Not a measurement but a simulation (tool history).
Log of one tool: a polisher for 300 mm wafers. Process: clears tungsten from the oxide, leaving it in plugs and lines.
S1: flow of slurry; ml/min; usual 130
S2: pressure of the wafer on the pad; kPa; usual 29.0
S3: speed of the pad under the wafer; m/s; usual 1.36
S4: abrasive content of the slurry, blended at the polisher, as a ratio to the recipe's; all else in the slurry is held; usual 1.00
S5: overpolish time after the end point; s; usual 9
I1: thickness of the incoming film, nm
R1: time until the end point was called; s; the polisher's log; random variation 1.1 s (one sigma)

run	hour	S1	S2	S3	S4	S5	I1	R1
1	0.0	130	29.0	1.36	1.00	8	604.6	83.7
2	93.8	130	29.0	1.36	1.00	8	610.2	83.5
3	131.2	130	29.0	1.36	1.00	9	601.4	82.1
4	202.9	130	29.0	1.36	1.00	9	598.4	82.0
# hour 244.1: slurry tank refilled with fresh slurry and peroxide
5	295.1	130	29.0	1.36	1.00	9	608.1	83.3
# hour 329.8: slurry nozzle cleaned
6	394.2	130	29.0	1.36	1.00	9	609.7	82.4
# hour 496.9: slurry blender recalibrated
# hour 502.7: worn pad replaced by a new one
# hour 574.4: head pressure recalibrated
7	714.9	130	29.0	1.36	1.00	9	606.4	82.1
8	810.9	130	29.0	1.36	1.00	6	613.0	84.6
# hour 833.7: slurry tank refilled with fresh slurry and peroxide
9	852.0	130	29.0	1.36	1.00	6	603.5	81.3
10	931.0	130	29.0	1.36	1.00	6	602.0	82.3
# hour 995.3: slurry nozzle cleaned
11	1019.8	130	29.0	1.36	0.70	9	610.8	98.5
# hour 1076.9: slurry blender recalibrated
12	1089.2	130	18.6	0.92	1.20	9	613.2	172.6
# hour 1113.9: worn pad replaced by a new one
13	1143.0	130	29.0	1.36	1.00	9	609.2	80.8
14	1249.2	130	29.0	1.36	1.00	9	604.7	82.2
15	1305.7	130	29.0	1.70	1.00	9	601.9	65.5
16	1364.1	155	29.0	1.76	0.75	9	597.1	69.3
17	1437.3	130	19.3	1.36	1.00	9	598.8	120.5
# hour 1444.7: slurry tank refilled with fresh slurry and peroxide
# hour 1578.0: slurry blender recalibrated
18	1631.6	130	29.0	1.36	1.00	9	611.5	81.9
# hour 1674.7: slurry nozzle cleaned
# hour 1691.2: head pressure recalibrated
19	1698.0	95	26.2	1.36	1.25	9	606.8	91.3
# hour 1727.4: worn pad replaced by a new one
20	1802.4	130	29.0	1.36	1.00	9	598.6	80.5
21	1877.3	130	29.0	1.36	1.00	9	619.5	83.5
22	1935.7	160	36.5	1.76	1.00	12	605.3	48.3
# hour 1963.9: slurry tank refilled with fresh slurry and peroxide
23	1985.4	130	29.0	1.36	1.00	9	616.7	83.0
24	2046.4	175	35.2	1.36	1.00	9	603.4	64.5
25	2108.2	130	29.0	1.36	1.00	7	604.4	82.8
# hour 2150.4: slurry blender recalibrated
26	2181.5	130	29.0	1.36	1.00	9	619.9	86.3
27	2234.2	130	29.0	1.36	1.10	12	606.0	81.0

Forecast each of these 3 alternatives for the next run:
A	2234.7	130	29.0	1.36	1.20	9	603.0	?
B	2234.7	130	29.0	1.08	1.00	9	603.0	?
C	2234.7	105	29.0	1.84	1.00	9	603.0	?

run	R1
A	76.9
B	103.9
C	64.3
Without the tool's hidden state the same runs would have given:
run	R1
A	76.9
B	103.9
C	64.3
